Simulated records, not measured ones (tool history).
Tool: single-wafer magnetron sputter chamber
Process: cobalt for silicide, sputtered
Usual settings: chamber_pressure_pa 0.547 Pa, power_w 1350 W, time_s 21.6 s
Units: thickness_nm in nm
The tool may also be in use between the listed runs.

run	hour	chamber_pressure_pa	power_w	time_s	wafers since the last listed run	wafers on the sputter target	hours since the last manometer calibration	hours since the magnet pack was replaced	hours since the gauge calibration	read-back reference wafer on the same gauge, thickness_nm	thickness_nm
1	0.0	0.547	1500	21.6	0	1013	1120.0	4127.7	2497.8	13.400	15.935
2	40.2	0.547	1500	21.6	1769	2783	1160.2	4167.9	2538.0	13.403	16.112
3	102.6	0.547	1350	21.6	2747	5530	1222.6	4230.3	2600.4	13.410	14.388
4	140.4	0.547	1350	21.6	1664	7195	1260.4	4268.1	2638.2	13.394	14.356
5	254.0	0.547	1350	21.6	5001	12196	1374.0	4381.7	2751.8	13.395	14.286
# hour 254.4: gauge calibrated
6	305.6	0.411	1350	21.6	2271	14468	1425.6	4433.3	51.2	13.398	14.653
7	387.6	0.411	1350	21.6	3610	18078	1507.6	4515.3	133.2	13.403	14.691
8	433.0	0.492	1500	21.6	1998	20077	1553.0	4560.7	178.6	13.400	16.012
9	510.8	0.492	1500	21.6	3425	23503	1630.8	4638.5	256.4	13.395	15.910
10	607.1	0.435	1350	25.4	4239	27743	1727.1	4734.8	352.7	13.399	17.040
11	700.5	0.629	1050	25.5	4112	31855	1820.5	4828.2	446.1	13.394	12.686
# hour 834.1: sputter target and shields replaced
12	978.8	0.547	1100	21.6	11900	6372	2098.8	5106.5	724.4	13.397	11.632
13	1086.5	0.438	1250	19.7	4741	11113	2206.5	5214.2	832.1	13.405	12.250
14	1136.1	0.621	1250	20.1	2183	13297	2256.1	5263.8	881.7	13.398	12.080
# hour 1191.9: capacitance manometer re-zeroed and calibrated
15	1228.3	0.547	1350	21.6	3707	17004	36.4	5356.0	973.9	13.390	14.304
16	1329.1	0.547	1350	21.6	4438	21443	137.2	5456.8	1074.7	13.403	14.334
17	1388.7	0.547	1350	21.6	2624	24067	196.8	5516.4	1134.3	13.398	14.312
18	1463.2	0.640	1350	21.6	3280	27347	271.3	5590.9	1208.8	13.406	13.945
# hour 1525.8: magnet pack replaced
19	1526.3	0.435	1600	21.6	2425	29773	334.4	0.5	1271.9	13.394	17.182
20	1593.8	0.547	1350	18.8	2971	32745	401.9	68.0	1339.4	13.401	12.287
# hour 1656.3: sputter target and shields replaced
21	1676.0	0.547	1450	18.6	3266	868	484.1	150.2	1421.6	13.405	13.330
22	1714.6	0.654	1350	24.2	1699	2568	522.7	188.8	1460.2	13.396	15.737
23	1752.5	0.547	1350	21.6	1668	4236	560.6	226.7	1498.1	13.401	14.453
24	1813.5	0.395	1650	24.9	2685	6922	621.6	287.7	1559.1	13.402	20.970
25	1867.2	0.690	1350	21.6	2364	9286	675.3	341.4	1612.8	13.410	14.036
26	1927.4	0.547	1150	20.0	2650	11937	735.5	401.6	1673.0	13.397	11.383
27	2028.9	0.470	1000	24.1	4468	16406	837.0	503.1	1774.5	13.403	12.049
28	2066.2	0.757	1050	21.6	1642	18048	874.3	540.4	1811.8	13.391	10.624
29	2293.0	0.386	1100	21.6	9985	28034	1101.1	767.2	2038.6	13.406	11.902
30	2354.8	0.547	1350	21.6	2720	30754	1162.9	829.0	2100.4	13.400	14.119
31	2442.4	0.677	1500	24.1	3856	34611	1250.5	916.6	2188.0	13.394	16.883
32	2480.4	0.547	1350	21.6	1673	36284	1288.5	954.6	2226.0	13.396	13.940
# hour 2523.5: sputter target and shields replaced
33	2572.4	0.450	1500	23.2	3698	2153	1380.5	1046.6	2318.0	13.395	17.603

Some steps in thickness_nm between neighbouring runs. How much of each would the tool show without its hidden state too (settings, what came in, random variation), and how much is left for the hidden state, with any gauge scatter that isn't in both results?
The hidden state here: deposition rate above that of a new target (%); true argon pressure above the setpoint (%); gauge reads high (%).
Run 11 -> 12: chamber_pressure_pa 0.629 -> 0.547, power_w 1050 -> 1100, time_s 25.5 -> 21.6, sputter target and shields replaced. thickness_nm -1.054 nm: hidden state +0.230, all else -1.284.
Run 19 -> 20: chamber_pressure_pa 0.435 -> 0.547, power_w 1600 -> 1350, time_s 21.6 -> 18.8. thickness_nm -4.895 nm: hidden state +0.051, all else -4.946.
Run 20 -> 21: power_w 1350 -> 1450, time_s 18.8 -> 18.6, sputter target and shields replaced. thickness_nm +1.043 nm: hidden state +0.302, all else +0.741.
Run 23 -> 24: chamber_pressure_pa 0.547 -> 0.395, power_w 1350 -> 1650, time_s 21.6 -> 24.9. thickness_nm +6.517 nm: hidden state -0.024, all else +6.541.
Run 24 -> 25: chamber_pressure_pa 0.395 -> 0.690, power_w 1650 -> 1350, time_s 24.9 -> 21.6. thickness_nm -6.934 nm: hidden state +0.002, all else -6.936.
Run 32 -> 33: chamber_pressure_pa 0.547 -> 0.450, power_w 1350 -> 1500, time_s 21.6 -> 23.2, sputter target and shields replaced. thickness_nm +3.663 nm: hidden state +0.350, all else +3.313.
